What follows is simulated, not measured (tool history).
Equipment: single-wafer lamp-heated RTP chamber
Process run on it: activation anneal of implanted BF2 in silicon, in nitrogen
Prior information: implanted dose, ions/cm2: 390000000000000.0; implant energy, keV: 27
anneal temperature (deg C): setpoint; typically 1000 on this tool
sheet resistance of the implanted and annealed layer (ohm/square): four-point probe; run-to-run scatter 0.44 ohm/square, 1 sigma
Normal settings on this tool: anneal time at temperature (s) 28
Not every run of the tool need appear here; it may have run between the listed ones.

run     day  anneal temperature (deg C)  anneal time at temperature (s)  wafers since the last listed run  wafers since the last pyrometer calibration  wafers since the reflector plate was cleaned  hours since the gauge calibration  read-back reference wafer on the same gauge, sheet resistance  sheet resistance of the implanted and annealed layer (ohm/square)
  1   0.000                        1000                              28                                 0                                         4063                                          6649                              250.5                                                         243.02                                                             292.79
  2   0.704                        1000                              18                               187                                         4251                                          6836                              267.4                                                         243.04                                                             294.39
  3   1.554                        1000                              34                               226                                         4477                                          7063                              287.8                                                         243.01                                                             290.98
  4   2.579                         979                              28                               272                                         4750                                          7336                              312.4                                                         242.99                                                             298.78
  5   3.408                         979                              28                               220                                         4971                                          7556                              332.3                                                         242.99                                                             298.11
  6   4.304                        1000                              28                               238                                         5209                                          7795                              353.8                                                         242.98                                                             291.41
  7   4.917                        1000                              24                               163                                         5373                                          7958                              368.5                                                         243.09                                                             293.99
      5.462  -- gauge calibrated
  8   6.233                        1000                              24                               350                                         5723                                          8309                               18.5                                                         243.01                                                             293.49
  9   7.379                        1000                              24                               305                                         6028                                          8614                               46.0                                                         243.00                                                             293.49
 10   8.233                         989                              22                               227                                         6256                                          8841                               66.5                                                         242.99                                                             295.77
 11   8.988                         972                              38                               200                                         6457                                          9042                               84.6                                                         243.04                                                             300.56
 12   9.946                        1000                              28                               255                                         6712                                          9297                              107.6                                                         243.00                                                             291.93
     11.088  -- pyrometer window cleaned and pyrometer calibrated
 13  11.108                         981                              14                               220                                            6                                          9518                              135.5                                                         243.01                                                             301.68
 14  12.238                         979                              38                               300                                          306                                          9819                              162.6                                                         243.08                                                             297.27
     13.542  -- reflector plate cleaned
 15  13.562                        1000                              35                               264                                          570                                             5                              194.4                                                         243.00                                                             291.14
 16  14.425                         972                              23                               229                                          800                                           235                              215.1                                                         243.04                                                             304.22
 17  15.671                        1000                              28                               331                                         1132                                           567                              245.0                                                         243.05                                                             292.98
 18  16.612                         979                              38                               250                                         1383                                           817                              267.6                                                         243.09                                                             296.90
 19  17.838                        1000                              21                               326                                         1709                                          1144                              297.0                                                         243.05                                                             293.32

5 ways to go on from here, each from the tool as it stands after run 19. What would each give?
  A  17.854                        1000                              28                                 4                                         1713                                          1148                              297.4                                                              ?                                                                  ?
  B  17.854                         987                              18                                 4                                         1713                                          1148                              297.4                                                              ?                                                                  ?
  C  17.854                         974                              44                                 4                                         1713                                          1148                              297.4                                                              ?                                                                  ?
  D  17.854                         973                              14                                 4                                         1713                                          1148                              297.4                                                              ?                                                                  ?
  E  17.854                         972                              28                                 4                                         1713                                          1148                              297.4                                                              ?                                                                  ?

run  read-back reference wafer on the same gauge, sheet resistance  sheet resistance of the implanted and annealed layer (ohm/square)
  A                                                         243.10                                                             292.64
  B                                                         243.10                                                             297.98
  C                                                         243.10                                                             298.30
  D                                                         243.10                                                             307.47
  E                                                         243.10                                                             302.80
Take away the tool's hidden state, keep each run's random variation, and the runs would have read:
run  sheet resistance of the implanted and annealed layer (ohm/square)
  A                                                             292.64
  B                                                             297.98
  C                                                             298.30
  D                                                             307.47
  E                                                             302.80
